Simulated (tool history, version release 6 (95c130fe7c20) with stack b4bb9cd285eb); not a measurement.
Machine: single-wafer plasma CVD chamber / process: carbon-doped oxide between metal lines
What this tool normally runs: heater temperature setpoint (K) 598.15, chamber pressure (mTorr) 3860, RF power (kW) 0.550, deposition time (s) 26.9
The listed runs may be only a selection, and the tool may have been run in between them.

| run | hour | heater temperature setpoint (K) | chamber pressure (mTorr) | RF power (kW) | deposition time (s) | wafers since the last listed run | hours since the last thermocouple change | hours since the last RF generator calibration | hours since the last manometer calibration | hours since the showerhead was replaced | hours since the gauge calibration | read-back reference wafer on the same gauge, thickness_nm | mean film thickness on the monitor wafer (nm) |
|---|---|---|---|---|---|---|---|---|---|---|---|---|---|
| 1 | 0.0 | 598.15 | 3860 | 0.550 | 26.9 | 0 | 725.0 | 2138.5 | 2037.8 | 6159.7 | 460.4 | 148.926 | 158.136 |
| 2 | 16.1 | 598.15 | 3860 | 0.550 | 26.9 | 397 | 741.1 | 2154.6 | 2053.9 | 6175.8 | 476.5 | 148.708 | 159.592 |
|  | 54.6 | RF generator calibrated |
| 3 | 55.5 | 598.15 | 3860 | 0.550 | 26.9 | 774 | 780.5 | 0.9 | 2093.3 | 6215.2 | 515.9 | 148.852 | 158.250 |
| 4 | 67.9 | 598.15 | 3860 | 0.550 | 26.9 | 306 | 792.9 | 13.3 | 2105.7 | 6227.6 | 528.3 | 149.154 | 157.675 |
| 5 | 81.6 | 598.15 | 3860 | 0.550 | 26.9 | 338 | 806.6 | 27.0 | 2119.4 | 6241.3 | 542.0 | 148.933 | 157.820 |
| 6 | 98.3 | 598.15 | 3570 | 0.465 | 26.9 | 412 | 823.3 | 43.7 | 2136.1 | 6258.0 | 558.7 | 148.880 | 138.130 |
| 7 | 113.5 | 598.15 | 3570 | 0.465 | 26.9 | 375 | 838.5 | 58.9 | 2151.3 | 6273.2 | 573.9 | 149.066 | 138.167 |
|  | 126.1 | capacitance manometer re-zeroed and calibrated |
| 8 | 126.6 | 598.15 | 3860 | 0.550 | 29.1 | 125 | 851.6 | 72.0 | 0.5 | 6286.3 | 587.0 | 149.345 | 170.585 |
| 9 | 137.8 | 598.15 | 3860 | 0.550 | 26.9 | 276 | 862.8 | 83.2 | 11.7 | 6297.5 | 598.2 | 148.897 | 156.892 |
|  | 197.2 | thermocouple changed; heater temperature recalibrated |
| 10 | 197.7 | 592.15 | 3860 | 0.630 | 26.9 | 1280 | 0.5 | 143.1 | 71.6 | 6357.4 | 658.1 | 149.025 | 179.727 |
| 11 | 203.6 | 598.15 | 3860 | 0.550 | 26.9 | 145 | 6.4 | 149.0 | 77.5 | 6363.3 | 664.0 | 148.766 | 160.137 |
| 12 | 212.2 | 590.15 | 3860 | 0.550 | 26.9 | 212 | 15.0 | 157.6 | 86.1 | 6371.9 | 672.6 | 149.024 | 164.643 |
| 13 | 220.7 | 609.15 | 3450 | 0.650 | 23.6 | 209 | 23.5 | 166.1 | 94.6 | 6380.4 | 681.1 | 148.866 | 150.220 |
| 14 | 229.5 | 598.15 | 3860 | 0.610 | 31.3 | 217 | 32.3 | 174.9 | 103.4 | 6389.2 | 689.9 | 148.891 | 200.637 |
| 15 | 242.7 | 598.15 | 3860 | 0.490 | 24.2 | 325 | 45.5 | 188.1 | 116.6 | 6402.4 | 703.1 | 148.938 | 131.888 |
| 16 | 253.3 | 598.15 | 3860 | 0.550 | 26.9 | 261 | 56.1 | 198.7 | 127.2 | 6413.0 | 713.7 | 149.129 | 159.986 |
|  | 273.0 | showerhead replaced |
| 17 | 273.5 | 590.15 | 3860 | 0.515 | 26.9 | 301 | 76.3 | 218.9 | 147.4 | 0.5 | 733.9 | 148.898 | 156.000 |
| 18 | 284.8 | 583.15 | 3860 | 0.550 | 24.6 | 278 | 87.6 | 230.2 | 158.7 | 11.8 | 745.2 | 148.947 | 154.705 |
|  | 290.2 | gauge calibrated |
| 19 | 325.5 | 592.15 | 3860 | 0.630 | 26.9 | 1004 | 128.3 | 270.9 | 199.4 | 52.5 | 35.3 | 148.946 | 180.068 |
| 20 | 339.3 | 598.15 | 3020 | 0.550 | 26.9 | 340 | 142.1 | 284.7 | 213.2 | 66.3 | 49.1 | 149.079 | 155.795 |

What will run 21 give?
| 21 | 356.5 | 598.15 | 3860 | 0.550 | 24.8 | 424 | 159.3 | 301.9 | 230.4 | 83.5 | 66.3 | ? | ? |

read-back reference wafer on the same gauge, thickness_nm: 148.974
mean film thickness on the monitor wafer (nm): 147.922
On a tool with no hidden condition, and with the same random variation, this run would have come out at mean film thickness on the monitor wafer (nm) 148.548.
